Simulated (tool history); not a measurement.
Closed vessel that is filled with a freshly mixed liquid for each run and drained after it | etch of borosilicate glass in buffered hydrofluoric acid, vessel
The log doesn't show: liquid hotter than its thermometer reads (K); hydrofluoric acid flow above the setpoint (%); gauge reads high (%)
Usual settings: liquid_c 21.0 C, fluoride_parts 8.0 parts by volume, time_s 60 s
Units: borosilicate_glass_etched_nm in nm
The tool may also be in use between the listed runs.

| run | hour | liquid_c | fluoride_parts | time_s | wafers since the last listed run | hours since the thermometer was replaced | hours since the hydrofluoric acid flow meter was replaced | hours since the gauge calibration | read-back film thickness of the borosilicate glass reference wafer, read on the same gauge (nm) | borosilicate_glass_etched_nm |
|---|---|---|---|---|---|---|---|---|---|---|
| 1 | 0.0 | 21.0 | 8.0 | 60 | 0 | 892.0 | 50.7 | 538.2 | 30.07 | 75.30 |
| 2 | 12.5 | 21.0 | 8.0 | 60 | 1856 | 904.5 | 63.2 | 550.7 | 29.95 | 74.65 |
| 3 | 45.4 | 21.0 | 8.0 | 60 | 4886 | 937.4 | 96.1 | 583.6 | 30.02 | 75.54 |
| 4 | 60.6 | 21.0 | 8.0 | 60 | 2257 | 952.6 | 111.3 | 598.8 | 29.93 | 75.98 |
| 5 | 77.0 | 21.0 | 8.0 | 60 | 2436 | 969.0 | 127.7 | 615.2 | 29.98 | 75.33 |
| 6 | 97.7 | 22.5 | 8.0 | 60 | 3074 | 989.7 | 148.4 | 635.9 | 30.03 | 81.26 |
| 7 | 121.3 | 21.0 | 6.5 | 60 | 3505 | 1013.3 | 172.0 | 659.5 | 29.96 | 94.34 |
|  | 135.6 | thermometer replaced |
| 8 | 152.0 | 21.0 | 6.5 | 60 | 4411 | 16.4 | 202.7 | 690.2 | 30.00 | 93.39 |
| 9 | 173.0 | 21.0 | 8.0 | 60 | 3119 | 37.4 | 223.7 | 711.2 | 30.00 | 75.48 |
|  | 267.2 | gauge calibrated |
| 10 | 269.0 | 21.0 | 8.0 | 60 | 14259 | 133.4 | 319.7 | 1.8 | 29.96 | 75.53 |
| 11 | 300.3 | 24.0 | 8.0 | 60 | 4649 | 164.7 | 351.0 | 33.1 | 29.97 | 89.99 |
| 12 | 338.5 | 21.0 | 8.0 | 60 | 5674 | 202.9 | 389.2 | 71.3 | 29.99 | 76.84 |
| 13 | 374.5 | 21.0 | 9.0 | 30 | 5347 | 238.9 | 425.2 | 107.3 | 30.05 | 33.64 |
| 14 | 401.1 | 21.0 | 8.0 | 60 | 3951 | 265.5 | 451.8 | 133.9 | 29.95 | 77.07 |
| 15 | 413.3 | 21.0 | 8.0 | 50 | 1812 | 277.7 | 464.0 | 146.1 | 30.02 | 63.95 |
| 16 | 446.6 | 23.0 | 10.5 | 85 | 4946 | 311.0 | 497.3 | 179.4 | 29.98 | 94.70 |
| 17 | 463.1 | 19.5 | 8.0 | 60 | 2450 | 327.5 | 513.8 | 195.9 | 29.96 | 70.99 |
| 18 | 496.1 | 23.5 | 9.0 | 85 | 4901 | 360.5 | 546.8 | 228.9 | 29.99 | 110.33 |
| 19 | 508.6 | 21.0 | 8.0 | 60 | 1856 | 373.0 | 559.3 | 241.4 | 30.03 | 76.54 |
| 20 | 542.9 | 17.0 | 8.0 | 90 | 5094 | 407.3 | 593.6 | 275.7 | 29.98 | 92.28 |
| 21 | 585.5 | 21.0 | 6.0 | 85 | 6327 | 449.9 | 636.2 | 318.3 | 29.98 | 145.37 |
|  | 589.7 | hydrofluoric acid flow meter replaced |
| 22 | 609.6 | 21.0 | 8.0 | 85 | 3431 | 474.0 | 19.9 | 342.4 | 30.00 | 106.69 |
| 23 | 636.9 | 23.5 | 8.0 | 70 | 4055 | 501.3 | 47.2 | 369.7 | 30.04 | 101.06 |
| 24 | 659.9 | 21.0 | 8.0 | 60 | 3416 | 524.3 | 70.2 | 392.7 | 29.98 | 75.67 |
| 25 | 672.2 | 21.0 | 8.0 | 30 | 1827 | 536.6 | 82.5 | 405.0 | 30.04 | 37.57 |
| 26 | 700.0 | 21.0 | 8.0 | 60 | 4129 | 564.4 | 110.3 | 432.8 | 29.96 | 75.16 |
| 27 | 734.0 | 23.0 | 8.0 | 50 | 5050 | 598.4 | 144.3 | 466.8 | 30.00 | 70.17 |
| 28 | 760.3 | 25.5 | 5.5 | 35 | 3906 | 624.7 | 170.6 | 493.1 | 30.04 | 80.52 |
| 29 | 793.0 | 21.0 | 8.0 | 60 | 4857 | 657.4 | 203.3 | 525.8 | 30.00 | 75.19 |
| 30 | 809.4 | 21.0 | 8.0 | 60 | 2436 | 673.8 | 219.7 | 542.2 | 29.96 | 76.04 |
| 31 | 833.9 | 25.5 | 10.5 | 85 | 3639 | 698.3 | 244.2 | 566.7 | 30.04 | 107.22 |
| 32 | 854.0 | 21.0 | 6.0 | 85 | 2985 | 718.4 | 264.3 | 586.8 | 29.97 | 143.31 |
| 33 | 877.3 | 23.0 | 6.0 | 90 | 3460 | 741.7 | 287.6 | 610.1 | 30.00 | 167.77 |

Some steps in borosilicate_glass_etched_nm between neighbouring runs. How much of each would the tool show without its hidden state too (settings, what came in, random variation), and how much is left for the hidden state, with any gauge scatter that isn't in both results?
Run 12 -> 13: fluoride_parts 8.0 -> 9.0, time_s 60 -> 30. borosilicate_glass_etched_nm -43.20 nm: hidden state -0.90, all else -42.30.
Run 13 -> 14: fluoride_parts 9.0 -> 8.0, time_s 30 -> 60. borosilicate_glass_etched_nm +43.43 nm: hidden state +1.13, all else +42.30.
Run 17 -> 18: liquid_c 19.5 -> 23.5, fluoride_parts 8.0 -> 9.0, time_s 60 -> 85. borosilicate_glass_etched_nm +39.34 nm: hidden state +1.27, all else +38.07.
Run 20 -> 21: liquid_c 17.0 -> 21.0, fluoride_parts 8.0 -> 6.0, time_s 90 -> 85. borosilicate_glass_etched_nm +53.09 nm: hidden state +1.03, all else +52.06.
Run 21 -> 22: fluoride_parts 6.0 -> 8.0, hydrofluoric acid flow meter replaced. borosilicate_glass_etched_nm -38.68 nm: hidden state -3.69, all else -34.99.

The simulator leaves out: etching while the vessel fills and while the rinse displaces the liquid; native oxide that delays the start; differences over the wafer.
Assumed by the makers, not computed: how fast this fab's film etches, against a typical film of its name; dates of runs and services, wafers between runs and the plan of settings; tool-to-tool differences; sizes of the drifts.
